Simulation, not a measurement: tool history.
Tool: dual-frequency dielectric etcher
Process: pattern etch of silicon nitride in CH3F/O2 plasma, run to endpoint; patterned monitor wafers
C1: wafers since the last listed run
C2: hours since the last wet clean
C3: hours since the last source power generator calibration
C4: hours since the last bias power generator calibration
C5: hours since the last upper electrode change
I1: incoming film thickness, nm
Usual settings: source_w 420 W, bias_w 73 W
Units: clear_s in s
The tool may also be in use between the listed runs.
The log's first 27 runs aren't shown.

{"run": 28, "day": 32.108, "source_w": 420, "bias_w": 60, "C1": 245, "C2": 520.2, "C3": 221.3, "C4": 344.3, "C5": 283.9, "I1": 93.0, "clear_s": 109.8}
{"day": 33.788, "done": "wet clean of the chamber"}
{"run": 29, "day": 33.808, "source_w": 480, "bias_w": 68, "C1": 131, "C2": 0.5, "C3": 262.1, "C4": 385.1, "C5": 324.7, "I1": 94.1, "clear_s": 96.3}
{"run": 30, "day": 33.904, "source_w": 490, "bias_w": 89, "C1": 17, "C2": 2.8, "C3": 264.4, "C4": 387.4, "C5": 327.0, "I1": 94.0, "clear_s": 84.6}
{"run": 31, "day": 35.238, "source_w": 420, "bias_w": 73, "C1": 249, "C2": 34.8, "C3": 296.4, "C4": 419.4, "C5": 359.0, "I1": 93.3, "clear_s": 99.0}
{"run": 32, "day": 35.942, "source_w": 500, "bias_w": 81, "C1": 131, "C2": 51.7, "C3": 313.3, "C4": 436.3, "C5": 375.9, "I1": 94.8, "clear_s": 88.2}
{"run": 33, "day": 37.333, "source_w": 390, "bias_w": 79, "C1": 260, "C2": 85.1, "C3": 346.7, "C4": 469.7, "C5": 409.3, "I1": 92.7, "clear_s": 100.9}
{"run": 34, "day": 38.317, "source_w": 360, "bias_w": 66, "C1": 184, "C2": 108.7, "C3": 370.3, "C4": 493.3, "C5": 432.9, "I1": 95.1, "clear_s": 115.0}
{"run": 35, "day": 39.375, "source_w": 320, "bias_w": 73, "C1": 198, "C2": 134.1, "C3": 395.7, "C4": 518.7, "C5": 458.3, "I1": 93.8, "clear_s": 118.2}

Forecast each of these 4 alternatives for the next run:
{"run": "A", "day": 39.396, "source_w": 420, "bias_w": 73, "C1": 3, "C2": 134.6, "C3": 396.2, "C4": 519.2, "C5": 458.8, "I1": 93.5, "clear_s": "?"}
{"run": "B", "day": 39.396, "source_w": 380, "bias_w": 61, "C1": 3, "C2": 134.6, "C3": 396.2, "C4": 519.2, "C5": 458.8, "I1": 93.5, "clear_s": "?"}
{"run": "C", "day": 39.396, "source_w": 320, "bias_w": 67, "C1": 3, "C2": 134.6, "C3": 396.2, "C4": 519.2, "C5": 458.8, "I1": 93.5, "clear_s": "?"}
{"run": "D", "day": 39.396, "source_w": 510, "bias_w": 88, "C1": 3, "C2": 134.6, "C3": 396.2, "C4": 519.2, "C5": 458.8, "I1": 93.5, "clear_s": "?"}

run=A clear_s=99.8
run=B clear_s=113.1
run=C clear_s=120.8
run=D clear_s=83.8
Without the tool's hidden state the same runs would have given:
run=A clear_s=99.1
run=B clear_s=112.3
run=C clear_s=120.0
run=D clear_s=83.3
